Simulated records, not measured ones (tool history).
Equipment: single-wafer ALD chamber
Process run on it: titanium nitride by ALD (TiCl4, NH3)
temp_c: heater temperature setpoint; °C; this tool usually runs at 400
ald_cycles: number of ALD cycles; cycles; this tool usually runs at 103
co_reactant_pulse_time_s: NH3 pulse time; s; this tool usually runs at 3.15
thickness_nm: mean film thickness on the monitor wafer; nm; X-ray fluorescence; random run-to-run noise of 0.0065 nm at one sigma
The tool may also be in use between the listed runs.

| run | day | temp_c | ald_cycles | co_reactant_pulse_time_s | wafers since the last listed run | hours since the last thermocouple change | hours since the showerhead was replaced | hours since the gauge calibration | read-back reference wafer on the same gauge, thickness_nm | thickness_nm |
|---|---|---|---|---|---|---|---|---|---|---|
| 1 | 0.000 | 400 | 103 | 3.15 | 0 | 1003.2 | 2369.8 | 1281.2 | 2.993 | 2.606 |
| 2 | 2.517 | 391 | 103 | 3.15 | 81 | 1063.6 | 2430.2 | 1341.6 | 2.986 | 2.601 |
| 3 | 3.729 | 391 | 103 | 3.15 | 39 | 1092.7 | 2459.3 | 1370.7 | 2.990 | 2.602 |
|  | 5.833 | thermocouple changed; heater temperature recalibrated |
| 4 | 6.096 | 400 | 103 | 3.15 | 65 | 6.3 | 2516.1 | 1427.5 | 2.990 | 2.618 |
| 5 | 8.092 | 400 | 103 | 3.15 | 64 | 54.2 | 2564.0 | 1475.4 | 2.992 | 2.619 |
| 6 | 10.600 | 400 | 103 | 3.15 | 81 | 114.4 | 2624.2 | 1535.6 | 2.988 | 2.610 |
| 7 | 11.879 | 400 | 103 | 3.15 | 41 | 145.1 | 2654.9 | 1566.3 | 2.991 | 2.619 |
| 8 | 14.000 | 400 | 103 | 3.15 | 68 | 196.0 | 2705.8 | 1617.2 | 2.991 | 2.612 |
| 9 | 16.142 | 400 | 103 | 3.15 | 69 | 247.4 | 2757.2 | 1668.6 | 2.990 | 2.615 |
| 10 | 18.208 | 400 | 103 | 3.15 | 66 | 297.0 | 2806.8 | 1718.2 | 2.986 | 2.621 |
| 11 | 20.000 | 400 | 103 | 3.15 | 57 | 340.0 | 2849.8 | 1761.2 | 2.992 | 2.619 |
| 12 | 21.604 | 400 | 103 | 3.15 | 51 | 378.5 | 2888.3 | 1799.7 | 2.986 | 2.618 |
| 13 | 28.892 | 400 | 103 | 3.15 | 235 | 553.4 | 3063.2 | 1974.6 | 2.989 | 2.605 |
| 14 | 30.738 | 400 | 103 | 3.81 | 59 | 597.7 | 3107.5 | 2018.9 | 2.988 | 2.642 |
| 15 | 33.700 | 400 | 103 | 3.81 | 95 | 668.8 | 3178.6 | 2090.0 | 2.991 | 2.621 |
| 16 | 34.821 | 400 | 96 | 3.15 | 36 | 695.7 | 3205.5 | 2116.9 | 2.990 | 2.438 |
| 17 | 36.038 | 400 | 96 | 3.15 | 39 | 724.9 | 3234.7 | 2146.1 | 2.989 | 2.434 |
| 18 | 38.975 | 400 | 103 | 3.62 | 95 | 795.4 | 3305.2 | 2216.6 | 2.991 | 2.618 |
| 19 | 40.254 | 400 | 103 | 3.62 | 41 | 826.1 | 3335.9 | 2247.3 | 2.990 | 2.632 |
| 20 | 41.288 | 400 | 103 | 3.15 | 33 | 850.9 | 3360.7 | 2272.1 | 2.992 | 2.612 |
| 21 | 43.983 | 387 | 83 | 2.74 | 87 | 915.6 | 3425.4 | 2336.8 | 2.988 | 2.084 |
|  | 44.138 | gauge calibrated |
| 22 | 46.612 | 404 | 121 | 3.15 | 85 | 978.7 | 3488.5 | 59.4 | 2.987 | 3.074 |
| 23 | 47.925 | 400 | 114 | 3.15 | 42 | 1010.2 | 3520.0 | 90.9 | 2.994 | 2.903 |
| 24 | 49.708 | 400 | 103 | 3.15 | 57 | 1053.0 | 3562.8 | 133.7 | 2.990 | 2.621 |
| 25 | 52.358 | 400 | 103 | 3.62 | 85 | 1116.6 | 3626.4 | 197.3 | 2.989 | 2.625 |
| 26 | 54.788 | 408 | 97 | 3.15 | 78 | 1174.9 | 3684.7 | 255.6 | 2.989 | 2.464 |
|  | 55.450 | showerhead replaced |
| 27 | 57.546 | 406 | 103 | 3.90 | 78 | 1241.1 | 50.3 | 321.8 | 2.988 | 2.628 |
|  | 58.671 | thermocouple changed; heater temperature recalibrated |
| 28 | 59.629 | 387 | 83 | 3.81 | 56 | 23.0 | 100.3 | 371.8 | 2.989 | 2.102 |
| 29 | 61.317 | 400 | 103 | 3.48 | 54 | 63.5 | 140.8 | 412.3 | 2.992 | 2.638 |
| 30 | 64.308 | 400 | 103 | 3.15 | 96 | 135.3 | 212.6 | 484.1 | 2.989 | 2.628 |
| 31 | 66.892 | 400 | 103 | 3.15 | 83 | 197.3 | 274.6 | 546.1 | 2.990 | 2.609 |
| 32 | 69.358 | 400 | 121 | 4.22 | 79 | 256.5 | 333.8 | 605.3 | 2.985 | 3.102 |
| 33 | 71.042 | 400 | 114 | 3.15 | 54 | 296.9 | 374.2 | 645.7 | 2.990 | 2.893 |
| 34 | 73.375 | 408 | 120 | 4.41 | 75 | 352.9 | 430.2 | 701.7 | 2.993 | 3.070 |
| 35 | 75.900 | 400 | 90 | 3.90 | 81 | 413.5 | 490.8 | 762.3 | 2.991 | 2.301 |
| 36 | 77.721 | 400 | 103 | 3.15 | 58 | 457.2 | 534.5 | 806.0 | 2.985 | 2.615 |
| 37 | 80.021 | 390 | 116 | 3.69 | 74 | 512.4 | 589.7 | 861.2 | 2.990 | 2.937 |
| 38 | 81.975 | 391 | 103 | 2.24 | 63 | 559.3 | 636.6 | 908.1 | 2.992 | 2.557 |
| 39 | 90.621 | 386 | 120 | 2.39 | 279 | 766.8 | 844.1 | 1115.6 | 2.991 | 2.979 |
| 40 | 93.192 | 412 | 111 | 2.20 | 83 | 828.5 | 905.8 | 1177.3 | 2.988 | 2.795 |

Below are 4 alternative next runs, each starting from the tool's condition after run 40. Predict each:
| A | 93.221 | 400 | 103 | 2.77 | 0 | 829.2 | 906.5 | 1178.0 | ? | ? |
| B | 93.221 | 389 | 92 | 2.46 | 0 | 829.2 | 906.5 | 1178.0 | ? | ? |
| C | 93.221 | 395 | 122 | 4.10 | 0 | 829.2 | 906.5 | 1178.0 | ? | ? |
| D | 93.221 | 400 | 103 | 4.28 | 0 | 829.2 | 906.5 | 1178.0 | ? | ? |

| run | read-back reference wafer on the same gauge, thickness_nm | thickness_nm |
|---|---|---|
| A | 2.990 | 2.603 |
| B | 2.990 | 2.292 |
| C | 2.990 | 3.116 |
| D | 2.990 | 2.641 |
Without the tool's hidden state the same runs would have given:
| run | thickness_nm |
|---|---|
| A | 2.603 |
| B | 2.292 |
| C | 3.116 |
| D | 2.641 |
